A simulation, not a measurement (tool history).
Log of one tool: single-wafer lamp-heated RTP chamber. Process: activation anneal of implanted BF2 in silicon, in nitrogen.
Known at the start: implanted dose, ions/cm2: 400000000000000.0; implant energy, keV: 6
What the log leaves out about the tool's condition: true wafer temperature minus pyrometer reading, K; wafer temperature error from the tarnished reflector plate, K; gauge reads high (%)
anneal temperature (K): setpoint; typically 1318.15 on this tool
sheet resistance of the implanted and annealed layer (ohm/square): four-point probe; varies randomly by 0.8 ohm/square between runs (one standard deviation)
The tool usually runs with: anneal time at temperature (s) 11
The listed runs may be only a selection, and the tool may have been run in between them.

run,hour,anneal temperature (K),anneal time at temperature (s),wafers since the last listed run,wafers since the last pyrometer calibration,wafers since the reflector plate was cleaned,hours since the gauge calibration,"read-back reference wafer on the same gauge, sheet resistance",sheet resistance of the implanted and annealed layer (ohm/square)
1,0.0,1339.15,9,0,12277,9348,48.4,321.88,341.04
# hour 76.8: pyrometer window cleaned and pyrometer calibrated
2,188.7,1339.15,9,3885,2406,13234,237.1,322.09,338.58
3,229.6,1318.15,11,879,3285,14113,278.0,322.09,358.82
# hour 292.6: reflector plate cleaned
4,314.9,1318.15,11,1662,4948,479,363.3,322.00,365.06
5,358.8,1318.15,11,944,5892,1423,407.2,322.08,364.53
6,420.4,1325.15,13,1324,7216,2747,468.8,322.02,348.45
7,460.9,1325.15,13,870,8087,3618,509.3,322.02,349.16
8,545.4,1318.15,11,1817,9904,5435,593.8,321.99,364.33
9,602.3,1318.15,11,1223,11128,6659,650.7,321.92,363.12
10,667.6,1318.15,11,1404,12532,8063,716.0,321.92,363.83
11,729.5,1318.15,11,1331,13864,9394,777.9,321.96,362.52
# hour 770.9: pyrometer window cleaned and pyrometer calibrated
12,771.4,1300.15,14,729,11,10123,819.8,321.96,376.04
13,854.8,1318.15,11,1793,1804,11917,903.2,321.81,361.32
14,925.8,1318.15,11,1526,3331,13444,974.2,321.99,360.70
# hour 952.6: reflector plate cleaned
15,978.9,1318.15,13,969,4301,565,1027.3,321.98,347.92
16,1224.1,1318.15,13,5272,9574,5838,1272.5,322.03,346.75
17,1330.4,1318.15,13,2285,11860,8124,1378.8,321.86,347.54
# hour 1369.5: pyrometer window cleaned and pyrometer calibrated
18,1404.1,1318.15,17,1412,743,9537,1452.5,321.95,334.89
19,1486.4,1334.15,16,1769,2513,11307,1534.8,322.04,315.37
# hour 1496.2: reflector plate cleaned, repeated, since the last time left the tool worse
20,1566.7,1303.15,14,1554,4067,1516,1615.1,322.05,372.45
# hour 1613.3: gauge calibrated
21,1619.7,1294.15,16,1139,5207,2656,6.4,321.99,380.13
22,1689.3,1308.15,16,1496,6704,4152,76.0,321.94,360.70
23,1773.1,1333.15,5,1802,8506,5955,159.8,322.08,373.97
24,1850.1,1290.15,15,1655,10162,7610,236.8,322.06,385.85
25,1897.3,1303.15,13,1015,11177,8625,284.0,321.93,374.55
26,1936.4,1290.15,6,840,12018,9466,323.1,321.93,424.97
# hour 1954.8: pyrometer window cleaned and pyrometer calibrated
# hour 2090.6: reflector plate cleaned
27,2110.7,1318.15,11,3404,3180,432,497.4,321.90,365.99
28,2204.5,1306.15,16,2017,5197,2449,591.2,321.98,365.69
29,2308.8,1343.15,17,2242,7440,4692,695.5,322.08,313.66
30,2358.0,1318.15,16,1058,8498,5750,744.7,322.05,348.22
31,2402.8,1330.15,14,963,9462,6714,789.5,322.00,336.98
32,2502.6,1327.15,16,2146,11608,8860,889.3,322.00,334.55
# hour 2579.4: pyrometer window cleaned and pyrometer calibrated
33,2609.4,1318.15,11,2124,646,10985,996.1,322.07,361.54
34,2693.9,1345.15,9,1817,2463,12802,1080.6,322.01,330.98
# hour 2762.5: reflector plate cleaned
35,2784.7,1290.15,5,1780,4243,476,1171.4,321.96,440.68
36,2857.1,1318.15,11,1556,5800,2033,1243.8,322.02,365.15
37,2949.6,1318.15,11,1989,7790,4022,1336.3,322.10,364.17

Below are 3 alternative next runs, each starting from the tool's condition after run 37. Predict each:
A,2950.0,1318.15,18,8,7798,4031,1336.7,?,?
B,2950.0,1330.15,11,8,7798,4031,1336.7,?,?
C,2950.0,1292.15,17,8,7798,4031,1336.7,?,?

run,"read-back reference wafer on the same gauge, sheet resistance",sheet resistance of the implanted and annealed layer (ohm/square)
A,322.10,341.77
B,322.10,347.28
C,322.10,380.03
The same runs, with their run-to-run variation unchanged, on a tool lacking any hidden condition would have given:
run,sheet resistance of the implanted and annealed layer (ohm/square)
A,343.11
B,348.67
C,381.34

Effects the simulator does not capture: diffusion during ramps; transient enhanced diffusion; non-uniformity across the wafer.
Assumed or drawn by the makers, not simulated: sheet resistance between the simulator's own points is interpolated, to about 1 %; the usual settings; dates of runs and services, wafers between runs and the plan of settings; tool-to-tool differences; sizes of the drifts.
